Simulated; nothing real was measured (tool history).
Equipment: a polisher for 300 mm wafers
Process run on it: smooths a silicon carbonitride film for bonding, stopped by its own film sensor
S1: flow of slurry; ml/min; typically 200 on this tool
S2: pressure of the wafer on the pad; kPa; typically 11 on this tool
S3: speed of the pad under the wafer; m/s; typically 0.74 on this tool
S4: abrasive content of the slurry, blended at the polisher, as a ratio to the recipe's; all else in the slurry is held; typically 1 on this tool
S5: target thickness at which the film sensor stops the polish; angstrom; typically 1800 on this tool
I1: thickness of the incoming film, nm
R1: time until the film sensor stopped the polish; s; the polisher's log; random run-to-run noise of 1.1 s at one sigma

{"run": 1, "hour": 0.0, "S1": 200, "S2": 11, "S3": 0.74, "S4": 1.25, "S5": 1800, "I1": 190.4, "R1": 66.5}
{"hour": 8.0, "done": "slurry blender recalibrated"}
{"run": 2, "hour": 17.4, "S1": 220, "S2": 11, "S3": 0.64, "S4": 1, "S5": 1800, "I1": 192.9, "R1": 108.9}
{"run": 3, "hour": 36.2, "S1": 220, "S2": 11, "S3": 0.64, "S4": 1, "S5": 1800, "I1": 189.7, "R1": 79.5}
{"hour": 48.0, "done": "worn pad replaced by a new one"}
{"run": 4, "hour": 69.5, "S1": 220, "S2": 11, "S3": 0.64, "S4": 1, "S5": 1800, "I1": 190.7, "R1": 90.6}
{"run": 5, "hour": 88.2, "S1": 200, "S2": 11, "S3": 0.74, "S4": 1, "S5": 1800, "I1": 186.2, "R1": 49.1}
{"hour": 110.6, "done": "slurry nozzle cleaned"}
{"run": 6, "hour": 124.8, "S1": 250, "S2": 11, "S3": 0.74, "S4": 1, "S5": 1800, "I1": 189.3, "R1": 74}
{"run": 7, "hour": 140.0, "S1": 200, "S2": 10.3, "S3": 0.74, "S4": 1, "S5": 1800, "I1": 188.1, "R1": 67.5}
{"run": 8, "hour": 164.3, "S1": 200, "S2": 10.3, "S3": 0.74, "S4": 1, "S5": 1800, "I1": 189, "R1": 74.1}
{"hour": 180.4, "done": "worn pad replaced by a new one, repeated, since the last time left the tool worse"}
{"run": 9, "hour": 185.4, "S1": 160, "S2": 11, "S3": 0.74, "S4": 1, "S5": 1800, "I1": 190.3, "R1": 71.8}
{"hour": 200.8, "done": "slurry blender recalibrated"}
{"run": 10, "hour": 211.2, "S1": 250, "S2": 11, "S3": 0.84, "S4": 1, "S5": 1820, "I1": 188.3, "R1": 40.9}
{"run": 11, "hour": 225.0, "S1": 140, "S2": 11, "S3": 0.74, "S4": 0.7, "S5": 1800, "I1": 187.8, "R1": 70.4}
{"run": 12, "hour": 251.9, "S1": 255, "S2": 13.8, "S3": 0.74, "S4": 1.2, "S5": 1820, "I1": 190.9, "R1": 49.1}
{"run": 13, "hour": 297.4, "S1": 250, "S2": 11, "S3": 0.82, "S4": 1.1, "S5": 1780, "I1": 190.3, "R1": 75.8}
{"hour": 312.4, "done": "slurry nozzle cleaned"}
{"run": 14, "hour": 326.5, "S1": 200, "S2": 14.5, "S3": 0.74, "S4": 1, "S5": 1800, "I1": 190.7, "R1": 65.3}
{"hour": 334.0, "done": "head pressure recalibrated"}
{"run": 15, "hour": 342.9, "S1": 200, "S2": 11, "S3": 0.74, "S4": 1, "S5": 1800, "I1": 192.3, "R1": 90.1}
{"hour": 401.5, "done": "worn pad replaced by a new one"}
{"hour": 413.4, "done": "slurry blender recalibrated"}
{"run": 16, "hour": 433.5, "S1": 245, "S2": 11, "S3": 0.56, "S4": 0.8, "S5": 1800, "I1": 190.9, "R1": 108.5}
{"run": 17, "hour": 447.6, "S1": 200, "S2": 10.3, "S3": 0.74, "S4": 1, "S5": 1800, "I1": 191.6, "R1": 85}
{"run": 18, "hour": 473.9, "S1": 200, "S2": 11, "S3": 0.74, "S4": 1, "S5": 1800, "I1": 190.6, "R1": 75.7}
{"run": 19, "hour": 493.0, "S1": 155, "S2": 11, "S3": 0.74, "S4": 1, "S5": 1800, "I1": 189.5, "R1": 71.5}
{"run": 20, "hour": 517.7, "S1": 200, "S2": 11, "S3": 0.74, "S4": 1, "S5": 1800, "I1": 186.3, "R1": 45.2}
{"run": 21, "hour": 546.0, "S1": 200, "S2": 11, "S3": 0.58, "S4": 1, "S5": 1770, "I1": 189.6, "R1": 108.7}
{"hour": 564.2, "done": "slurry nozzle cleaned"}
{"run": 22, "hour": 576.4, "S1": 200, "S2": 7.6, "S3": 0.74, "S4": 1.1, "S5": 1790, "I1": 187.9, "R1": 77.7}
{"run": 23, "hour": 594.9, "S1": 225, "S2": 11, "S3": 0.94, "S4": 1, "S5": 1800, "I1": 189.1, "R1": 53.9}
{"hour": 624.9, "done": "worn pad replaced by a new one"}
{"run": 24, "hour": 629.8, "S1": 165, "S2": 11, "S3": 0.48, "S4": 1.25, "S5": 1800, "I1": 188.7, "R1": 76.8}
{"hour": 638.3, "done": "slurry blender recalibrated"}
{"run": 25, "hour": 664.6, "S1": 250, "S2": 15.2, "S3": 0.74, "S4": 1.1, "S5": 1820, "I1": 187.8, "R1": 30}
{"run": 26, "hour": 693.2, "S1": 150, "S2": 7.6, "S3": 0.74, "S4": 0.75, "S5": 1830, "I1": 190.2, "R1": 81.3}
{"run": 27, "hour": 725.9, "S1": 260, "S2": 11, "S3": 0.84, "S4": 1, "S5": 1780, "I1": 191.3, "R1": 84.2}
{"run": 28, "hour": 738.1, "S1": 230, "S2": 13.1, "S3": 0.48, "S4": 1.3, "S5": 1800, "I1": 189.4, "R1": 73.4}
{"run": 29, "hour": 770.8, "S1": 200, "S2": 11, "S3": 0.74, "S4": 1, "S5": 1800, "I1": 193.3, "R1": 94.5}

List, for all runs, the conditions of the tool that the log does not record:
slurry flow missing at the pad, %: 0 in every run
deviation of the head's pressure from its setpoint, %: 0 in every run
abrasive missing from the slurry, %: 0 in every run
H1: removal rate lost through wear of the pad, %
run=1 H1=6.13
run=2 H1=6.29
run=3 H1=6.42
run=4 H1=11.8
run=5 H1=12.9
run=6 H1=14.4
run=7 H1=14.9
run=8 H1=15.4
run=9 H1=0.799
run=10 H1=2.68
run=11 H1=3.43
run=12 H1=4.55
run=13 H1=5.69
run=14 H1=6.11
run=15 H1=6.29
run=16 H1=2.57
run=17 H1=3.33
run=18 H1=4.4
run=19 H1=4.96
run=20 H1=5.49
run=21 H1=5.91
run=22 H1=6.22
run=23 H1=6.34
run=24 H1=0.634
run=25 H1=3.02
run=26 H1=4.27
run=27 H1=5.21
run=28 H1=5.46
run=29 H1=5.95

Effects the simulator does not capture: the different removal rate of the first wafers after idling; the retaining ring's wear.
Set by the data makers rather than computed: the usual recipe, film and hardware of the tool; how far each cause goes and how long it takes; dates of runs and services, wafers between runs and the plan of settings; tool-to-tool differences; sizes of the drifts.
